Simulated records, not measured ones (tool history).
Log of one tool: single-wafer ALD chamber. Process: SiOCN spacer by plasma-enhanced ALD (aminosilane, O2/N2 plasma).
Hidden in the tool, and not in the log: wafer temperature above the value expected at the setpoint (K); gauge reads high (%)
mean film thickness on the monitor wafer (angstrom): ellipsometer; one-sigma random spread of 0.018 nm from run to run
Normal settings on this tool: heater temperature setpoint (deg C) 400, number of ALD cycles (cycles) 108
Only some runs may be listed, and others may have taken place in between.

| run | hour | heater temperature setpoint (deg C) | number of ALD cycles (cycles) | wafers since the last listed run | hours since the last thermocouple change | hours since the gauge calibration | read-back reference wafer on the same gauge, thickness_nm | mean film thickness on the monitor wafer (angstrom) |
|---|---|---|---|---|---|---|---|---|
| 1 | 0.0 | 400 | 108 | 0 | 359.2 | 725.8 | 5.703 | 70.60 |
| 2 | 99.4 | 400 | 108 | 341 | 458.6 | 825.2 | 5.698 | 70.46 |
| 3 | 178.2 | 400 | 108 | 270 | 537.4 | 904.0 | 5.688 | 70.19 |
| 4 | 251.1 | 400 | 108 | 250 | 610.3 | 976.9 | 5.681 | 70.67 |
| 5 | 320.9 | 400 | 108 | 239 | 680.1 | 1046.7 | 5.672 | 69.83 |
|  | 553.5 | gauge calibrated |
| 6 | 554.3 | 400 | 108 | 801 | 913.5 | 0.8 | 5.706 | 70.42 |
| 7 | 642.7 | 400 | 108 | 303 | 1001.9 | 89.2 | 5.706 | 70.52 |
|  | 667.8 | thermocouple changed; heater temperature recalibrated |
| 8 | 723.5 | 400 | 108 | 249 | 55.7 | 170.0 | 5.705 | 70.47 |
| 9 | 822.8 | 400 | 108 | 340 | 155.0 | 269.3 | 5.701 | 70.86 |
| 10 | 919.5 | 400 | 108 | 331 | 251.7 | 366.0 | 5.702 | 70.69 |
| 11 | 1017.4 | 400 | 108 | 336 | 349.6 | 463.9 | 5.697 | 70.50 |
| 12 | 1107.9 | 400 | 125 | 310 | 440.1 | 554.4 | 5.689 | 81.90 |
| 13 | 1201.2 | 391 | 126 | 320 | 533.4 | 647.7 | 5.687 | 81.92 |
| 14 | 1258.9 | 396 | 89 | 198 | 591.1 | 705.4 | 5.681 | 57.95 |
| 15 | 1334.4 | 413 | 130 | 259 | 666.6 | 780.9 | 5.678 | 80.63 |
| 16 | 1378.3 | 406 | 119 | 150 | 710.5 | 824.8 | 5.671 | 75.81 |
| 17 | 1477.1 | 385 | 128 | 339 | 809.3 | 923.6 | 5.663 | 83.13 |
| 18 | 1548.5 | 388 | 108 | 245 | 880.7 | 995.0 | 5.655 | 69.91 |

Predict each of these 3 candidate next runs independently; none follows another, all start after run 18:
| A | 1549.1 | 400 | 108 | 2 | 881.3 | 995.6 | ? | ? |
| B | 1549.1 | 385 | 118 | 2 | 881.3 | 995.6 | ? | ? |
| C | 1549.1 | 400 | 97 | 2 | 881.3 | 995.6 | ? | ? |

| run | read-back reference wafer on the same gauge, thickness_nm | mean film thickness on the monitor wafer (angstrom) |
|---|---|---|
| A | 5.653 | 69.52 |
| B | 5.653 | 75.96 |
| C | 5.653 | 62.44 |
Without the tool's hidden state the same runs would have given:
| run | mean film thickness on the monitor wafer (angstrom) |
|---|---|
| A | 70.46 |
| B | 76.98 |
| C | 63.28 |

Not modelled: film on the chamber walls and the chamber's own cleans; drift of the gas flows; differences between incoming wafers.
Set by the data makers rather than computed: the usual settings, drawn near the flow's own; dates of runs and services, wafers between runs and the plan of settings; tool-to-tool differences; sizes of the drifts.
